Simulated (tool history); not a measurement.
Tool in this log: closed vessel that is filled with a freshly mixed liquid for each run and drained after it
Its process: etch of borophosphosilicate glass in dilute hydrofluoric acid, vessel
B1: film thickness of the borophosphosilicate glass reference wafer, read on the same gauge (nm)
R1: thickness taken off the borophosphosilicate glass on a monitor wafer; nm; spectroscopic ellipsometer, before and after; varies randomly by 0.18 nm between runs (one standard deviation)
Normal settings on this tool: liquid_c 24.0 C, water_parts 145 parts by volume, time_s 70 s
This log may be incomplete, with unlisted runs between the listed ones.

{"run": 1, "day": 0.0, "liquid_c": 27.5, "water_parts": 145, "time_s": 70, "B1": 80.01, "R1": 26.94}
{"run": 2, "day": 1.662, "liquid_c": 24.0, "water_parts": 100, "time_s": 70, "B1": 79.99, "R1": 36.29}
{"day": 4.058, "done": "hydrofluoric acid flow meter replaced"}
{"run": 3, "day": 5.912, "liquid_c": 24.0, "water_parts": 100, "time_s": 70, "B1": 79.99, "R1": 34.01}
{"run": 4, "day": 9.575, "liquid_c": 24.0, "water_parts": 100, "time_s": 70, "B1": 80.0, "R1": 34.22}
{"run": 5, "day": 12.892, "liquid_c": 26.5, "water_parts": 145, "time_s": 70, "B1": 79.98, "R1": 25.29}
{"run": 6, "day": 15.292, "liquid_c": 26.5, "water_parts": 145, "time_s": 70, "B1": 79.99, "R1": 25.69}
{"run": 7, "day": 19.254, "liquid_c": 24.0, "water_parts": 145, "time_s": 90, "B1": 80.02, "R1": 30.68}
{"run": 8, "day": 21.967, "liquid_c": 24.0, "water_parts": 145, "time_s": 70, "B1": 80.02, "R1": 24.43}
{"day": 23.967, "done": "hydrofluoric acid flow meter replaced"}
{"run": 9, "day": 25.296, "liquid_c": 24.0, "water_parts": 145, "time_s": 70, "B1": 80.03, "R1": 22.85}
{"run": 10, "day": 26.883, "liquid_c": 24.0, "water_parts": 145, "time_s": 70, "B1": 79.99, "R1": 23.21}
{"run": 11, "day": 30.383, "liquid_c": 24.0, "water_parts": 145, "time_s": 70, "B1": 80.01, "R1": 23.55}
{"day": 31.146, "done": "gauge calibrated"}
{"day": 32.033, "done": "thermometer replaced"}
{"run": 12, "day": 32.683, "liquid_c": 20.0, "water_parts": 190, "time_s": 105, "B1": 80.02, "R1": 20.35}
{"run": 13, "day": 35.683, "liquid_c": 25.5, "water_parts": 200, "time_s": 50, "B1": 80.03, "R1": 11.81}
{"run": 14, "day": 39.696, "liquid_c": 22.5, "water_parts": 145, "time_s": 85, "B1": 80.01, "R1": 26.51}
{"run": 15, "day": 43.288, "liquid_c": 28.5, "water_parts": 145, "time_s": 70, "B1": 80.0, "R1": 27.9}
{"run": 16, "day": 46.742, "liquid_c": 24.0, "water_parts": 170, "time_s": 70, "B1": 79.99, "R1": 19.77}
{"day": 49.062, "done": "hydrofluoric acid flow meter replaced"}
{"run": 17, "day": 49.838, "liquid_c": 24.0, "water_parts": 145, "time_s": 70, "B1": 79.98, "R1": 22.08}
{"run": 18, "day": 52.138, "liquid_c": 21.5, "water_parts": 120, "time_s": 70, "B1": 80.02, "R1": 25.65}
{"run": 19, "day": 56.246, "liquid_c": 24.0, "water_parts": 110, "time_s": 70, "B1": 80.0, "R1": 32.25}
{"run": 20, "day": 59.979, "liquid_c": 29.0, "water_parts": 145, "time_s": 40, "B1": 79.98, "R1": 16.39}
{"run": 21, "day": 63.083, "liquid_c": 26.5, "water_parts": 75, "time_s": 30, "B1": 80.03, "R1": 24.27}
{"run": 22, "day": 65.158, "liquid_c": 24.0, "water_parts": 145, "time_s": 70, "B1": 79.99, "R1": 24.79}

Run-by-run hidden state of the tool:
gauge reads high (%): 0 on each run
H1: liquid hotter than its thermometer reads (K)
H2: hydrofluoric acid flow above the setpoint (%)
run=1 H1=0.393 H2=7.67
run=2 H1=0.503 H2=8.24
run=3 H1=0.784 H2=1.33
run=4 H1=1.03 H2=2.59
run=5 H1=1.24 H2=3.74
run=6 H1=1.4 H2=4.57
run=7 H1=1.66 H2=5.95
run=8 H1=1.84 H2=6.89
run=9 H1=2.06 H2=0.654
run=10 H1=2.17 H2=1.2
run=11 H1=2.4 H2=2.42
run=12 H1=0.147 H2=3.21
run=13 H1=0.345 H2=4.25
run=14 H1=0.61 H2=5.64
run=15 H1=0.847 H2=6.89
run=16 H1=1.08 H2=8.08
run=17 H1=1.28 H2=0.903
run=18 H1=1.43 H2=1.7
run=19 H1=1.7 H2=3.12
run=20 H1=1.95 H2=4.42
run=21 H1=2.15 H2=5.49
run=22 H1=2.29 H2=6.21

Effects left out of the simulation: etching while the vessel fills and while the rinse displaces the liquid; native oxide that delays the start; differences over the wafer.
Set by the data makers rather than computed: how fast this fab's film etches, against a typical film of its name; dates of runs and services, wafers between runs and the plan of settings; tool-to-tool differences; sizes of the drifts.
